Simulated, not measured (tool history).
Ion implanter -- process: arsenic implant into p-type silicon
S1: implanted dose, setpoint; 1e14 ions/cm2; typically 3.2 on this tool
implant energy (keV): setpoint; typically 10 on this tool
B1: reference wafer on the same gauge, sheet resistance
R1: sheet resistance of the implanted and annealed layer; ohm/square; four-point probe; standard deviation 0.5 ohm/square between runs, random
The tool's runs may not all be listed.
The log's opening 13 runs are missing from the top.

run 14 hour=607.7 | S1=3.2 implant_energy_(keV)=10 | B1=351.05 | R1=337.26
run 15 hour=635.3 | S1=3.46 implant_energy_(keV)=7.5 | B1=350.88 | R1=324.83
run 16 hour=671.1 | S1=3.2 implant_energy_(keV)=9.5 | B1=350.96 | R1=338.23
run 17 hour=710 | S1=3.2 implant_energy_(keV)=7 | B1=351.07 | R1=346.58
run 18 hour=738.5 | S1=3.87 implant_energy_(keV)=7 | B1=350.94 | R1=298.9
run 19 hour=794.4 | S1=2.8 implant_energy_(keV)=10 | B1=350.9 | R1=372.89
run 20 hour=830.4 | S1=3.2 implant_energy_(keV)=10 | B1=351.05 | R1=337.93
run 21 hour=860.6 | S1=3.2 implant_energy_(keV)=10 | B1=351.08 | R1=336.64
run 22 hour=895.2 | S1=3.66 implant_energy_(keV)=7 | B1=351.07 | R1=313.13
run 23 hour=937 | S1=3.97 implant_energy_(keV)=13 | B1=351.16 | R1=279.82
run 24 hour=977.9 | S1=2.94 implant_energy_(keV)=12.5 | B1=351.32 | R1=352.09
run 25 hour=1019.5 | S1=2.43 implant_energy_(keV)=7 | B1=351.14 | R1=430.79
run 26 hour=1043.6 | S1=3.2 implant_energy_(keV)=10 | B1=351 | R1=337.97
-- hour=1059.6 gauge calibrated
run 27 hour=1084.7 | S1=3.76 implant_energy_(keV)=13 | B1=351.31 | R1=291.85
run 28 hour=1137.9 | S1=3.2 implant_energy_(keV)=10 | B1=350.98 | R1=338.3
run 29 hour=1171 | S1=3.2 implant_energy_(keV)=10 | B1=351.19 | R1=337.11
run 30 hour=1216.7 | S1=3.2 implant_energy_(keV)=10 | B1=351.02 | R1=336.56
run 31 hour=1273.3 | S1=4.13 implant_energy_(keV)=8.5 | B1=351.23 | R1=281.28
run 32 hour=1319.1 | S1=3.54 implant_energy_(keV)=8 | B1=351 | R1=318.82
run 33 hour=1349.3 | S1=3.2 implant_energy_(keV)=10 | B1=351.09 | R1=338.21
run 34 hour=1396.7 | S1=2.4 implant_energy_(keV)=8 | B1=350.96 | R1=430.85
run 35 hour=1435.5 | S1=2.8 implant_energy_(keV)=12.5 | B1=350.81 | R1=366.51
run 36 hour=1492.4 | S1=2.92 implant_energy_(keV)=8.5 | B1=350.98 | R1=368.02
run 37 hour=1530.7 | S1=2.61 implant_energy_(keV)=13 | B1=351.26 | R1=384.19

Each row is a separate what-if for the run after 37, all from the same tool condition, not one after another. Results?
run A hour=1531.1 | S1=2.26 implant_energy_(keV)=10 | B1=? | R1=?
run B hour=1531.1 | S1=2.51 implant_energy_(keV)=11 | B1=? | R1=?
run C hour=1531.1 | S1=3.2 implant_energy_(keV)=6.5 | B1=? | R1=?
run D hour=1531.1 | S1=3.72 implant_energy_(keV)=10 | B1=? | R1=?

run=A B1=351.02 R1=440.68
run=B B1=351.02 R1=402.6
run=C B1=351.02 R1=349.15
run=D B1=351.02 R1=300.94
What these runs would have given with no unlogged condition in the tool:
run=A R1=436.71
run=B R1=398.99
run=C R1=345.99
run=D R1=298.31
